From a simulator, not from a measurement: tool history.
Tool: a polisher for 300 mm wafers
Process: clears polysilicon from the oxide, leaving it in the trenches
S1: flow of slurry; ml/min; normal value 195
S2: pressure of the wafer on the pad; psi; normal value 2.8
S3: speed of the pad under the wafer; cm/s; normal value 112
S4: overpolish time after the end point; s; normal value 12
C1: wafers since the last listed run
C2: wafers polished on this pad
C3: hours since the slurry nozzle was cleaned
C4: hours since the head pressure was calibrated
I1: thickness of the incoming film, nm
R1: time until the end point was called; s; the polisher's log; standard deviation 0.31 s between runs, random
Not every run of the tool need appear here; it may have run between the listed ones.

{"run": 1, "hour": 0.0, "S1": 235, "S2": 2.8, "S3": 138, "S4": 12, "C1": 0, "C2": 809, "C3": 161.8, "C4": 65.6, "I1": 355.8, "R1": 20.8}
{"run": 2, "hour": 65.9, "S1": 195, "S2": 2.8, "S3": 112, "S4": 12, "C1": 480, "C2": 1289, "C3": 227.7, "C4": 131.5, "I1": 351.1, "R1": 25.2}
{"run": 3, "hour": 112.8, "S1": 195, "S2": 2.8, "S3": 112, "S4": 12, "C1": 341, "C2": 1631, "C3": 274.6, "C4": 178.4, "I1": 352.7, "R1": 25.6}
{"run": 4, "hour": 165.3, "S1": 195, "S2": 2.8, "S3": 112, "S4": 8, "C1": 382, "C2": 2014, "C3": 327.1, "C4": 230.9, "I1": 349.8, "R1": 24.8}
{"hour": 190.0, "done": "worn pad replaced by a new one"}
{"run": 5, "hour": 212.6, "S1": 195, "S2": 2.8, "S3": 112, "S4": 8, "C1": 315, "C2": 164, "C3": 374.4, "C4": 278.2, "I1": 354.5, "R1": 24.8}
{"run": 6, "hour": 273.6, "S1": 195, "S2": 2.8, "S3": 112, "S4": 12, "C1": 444, "C2": 609, "C3": 435.4, "C4": 339.2, "I1": 353.8, "R1": 24.5}
{"run": 7, "hour": 326.4, "S1": 195, "S2": 2.8, "S3": 112, "S4": 12, "C1": 384, "C2": 994, "C3": 488.2, "C4": 392, "I1": 346.4, "R1": 24.6}
{"run": 8, "hour": 360.9, "S1": 195, "S2": 2.8, "S3": 112, "S4": 12, "C1": 251, "C2": 1245, "C3": 522.7, "C4": 426.5, "I1": 355.2, "R1": 24.4}
{"run": 9, "hour": 406.4, "S1": 195, "S2": 2.8, "S3": 112, "S4": 12, "C1": 331, "C2": 1577, "C3": 568.2, "C4": 472, "I1": 351.9, "R1": 24.3}
{"run": 10, "hour": 432.6, "S1": 195, "S2": 2.8, "S3": 112, "S4": 12, "C1": 190, "C2": 1768, "C3": 594.4, "C4": 498.2, "I1": 348.4, "R1": 23.7}
{"hour": 455.5, "done": "worn pad replaced by a new one"}
{"run": 11, "hour": 460.4, "S1": 195, "S2": 3.6, "S3": 112, "S4": 12, "C1": 173, "C2": 35, "C3": 622.2, "C4": 526, "I1": 346.2, "R1": 18.8}
{"run": 12, "hour": 512.2, "S1": 195, "S2": 3.6, "S3": 112, "S4": 12, "C1": 377, "C2": 413, "C3": 674, "C4": 577.8, "I1": 348.7, "R1": 18.5}
{"run": 13, "hour": 545.1, "S1": 195, "S2": 2.8, "S3": 112, "S4": 15, "C1": 239, "C2": 652, "C3": 706.9, "C4": 610.7, "I1": 348.6, "R1": 24.3}
{"run": 14, "hour": 594.1, "S1": 195, "S2": 2.8, "S3": 112, "S4": 15, "C1": 357, "C2": 1009, "C3": 755.9, "C4": 659.7, "I1": 346.8, "R1": 24.4}
{"run": 15, "hour": 622.0, "S1": 195, "S2": 2.8, "S3": 112, "S4": 15, "C1": 203, "C2": 1213, "C3": 783.8, "C4": 687.6, "I1": 348.8, "R1": 23.8}
{"hour": 634.8, "done": "head pressure recalibrated"}
{"run": 16, "hour": 667.0, "S1": 195, "S2": 3.4, "S3": 112, "S4": 12, "C1": 313, "C2": 1526, "C3": 828.8, "C4": 32.2, "I1": 348.9, "R1": 21.3}
{"run": 17, "hour": 731.9, "S1": 230, "S2": 3.1, "S3": 112, "S4": 12, "C1": 472, "C2": 1999, "C3": 893.7, "C4": 97.1, "I1": 352.2, "R1": 23}
{"hour": 734.6, "done": "slurry nozzle cleaned"}
{"hour": 775.1, "done": "worn pad replaced by a new one"}
{"run": 18, "hour": 778.4, "S1": 195, "S2": 2.8, "S3": 112, "S4": 15, "C1": 302, "C2": 23, "C3": 43.8, "C4": 143.6, "I1": 351.2, "R1": 25.4}
{"run": 19, "hour": 837.4, "S1": 230, "S2": 2.4, "S3": 148, "S4": 12, "C1": 429, "C2": 453, "C3": 102.8, "C4": 202.6, "I1": 353.1, "R1": 21.8}
{"run": 20, "hour": 861.8, "S1": 140, "S2": 2.8, "S3": 132, "S4": 17, "C1": 177, "C2": 631, "C3": 127.2, "C4": 227, "I1": 348.3, "R1": 22.4}
{"run": 21, "hour": 903.9, "S1": 160, "S2": 2.8, "S3": 112, "S4": 12, "C1": 306, "C2": 938, "C3": 169.3, "C4": 269.1, "I1": 350.8, "R1": 25.2}
{"run": 22, "hour": 958.8, "S1": 240, "S2": 3.1, "S3": 94, "S4": 17, "C1": 400, "C2": 1338, "C3": 224.2, "C4": 324, "I1": 348.2, "R1": 26}
{"run": 23, "hour": 1022.9, "S1": 165, "S2": 3.7, "S3": 98, "S4": 5, "C1": 467, "C2": 1805, "C3": 288.3, "C4": 388.1, "I1": 349.1, "R1": 21.6}
{"hour": 1047.9, "done": "worn pad replaced by a new one"}
{"run": 24, "hour": 1080.8, "S1": 195, "S2": 2.8, "S3": 112, "S4": 12, "C1": 392, "C2": 239, "C3": 346.2, "C4": 446, "I1": 348.5, "R1": 25}
{"run": 25, "hour": 1131.8, "S1": 130, "S2": 2.8, "S3": 112, "S4": 16, "C1": 371, "C2": 611, "C3": 397.2, "C4": 497, "I1": 352, "R1": 25.6}
{"run": 26, "hour": 1185.2, "S1": 195, "S2": 3.8, "S3": 112, "S4": 6, "C1": 389, "C2": 1000, "C3": 450.6, "C4": 550.4, "I1": 345.5, "R1": 18}
{"run": 27, "hour": 1250.6, "S1": 195, "S2": 2, "S3": 112, "S4": 12, "C1": 476, "C2": 1477, "C3": 516, "C4": 615.8, "I1": 348.3, "R1": 33.3}
{"run": 28, "hour": 1295.5, "S1": 145, "S2": 2.8, "S3": 112, "S4": 12, "C1": 327, "C2": 1804, "C3": 560.9, "C4": 660.7, "I1": 351.9, "R1": 25.1}
{"run": 29, "hour": 1331.7, "S1": 195, "S2": 2.8, "S3": 112, "S4": 12, "C1": 263, "C2": 2068, "C3": 597.1, "C4": 696.9, "I1": 348.2, "R1": 23.9}
{"hour": 1347.7, "done": "worn pad replaced by a new one"}
{"run": 30, "hour": 1402.4, "S1": 165, "S2": 2.8, "S3": 102, "S4": 16, "C1": 486, "C2": 398, "C3": 667.8, "C4": 767.6, "I1": 347.7, "R1": 26.9}

Hidden condition of the tool, last listed run before each entry between runs versus first listed run after:
Logged between run 4 and run 5: worn pad replaced by a new one (hour 190)
  deviation of the head's pressure from its setpoint, %: 6.99 -> 7.85
  difference, measured minus the result without the unlogged condition, R1: -1.7 -> -2 s
Logged between run 10 and run 11: worn pad replaced by a new one (hour 455.5)
  deviation of the head's pressure from its setpoint, %: 10.3 -> 10.5
  difference, measured minus the result without the unlogged condition, R1: -2.4 -> -1.9 s
Logged between run 15 and run 16: head pressure recalibrated (hour 634.8)
  deviation of the head's pressure from its setpoint, %: 11.2 -> 0.907
  difference, measured minus the result without the unlogged condition, R1: -2.7 -> -0.2 s
Logged between run 17 and run 18: slurry nozzle cleaned (hour 734.6); worn pad replaced by a new one (hour 775.1)
  deviation of the head's pressure from its setpoint, %: 3.43 -> 4.88
  difference, measured minus the result without the unlogged condition, R1: -0.8 -> -1.3 s
Logged between run 23 and run 24: worn pad replaced by a new one (hour 1047.9)
  deviation of the head's pressure from its setpoint, %: 9.32 -> 9.87
  difference, measured minus the result without the unlogged condition, R1: -2 -> -2.4 s
Logged between run 29 and run 30: worn pad replaced by a new one (hour 1347.7)
  deviation of the head's pressure from its setpoint, %: 11.2 -> 11.4
  difference, measured minus the result without the unlogged condition, R1: -2.7 -> -3.1 s
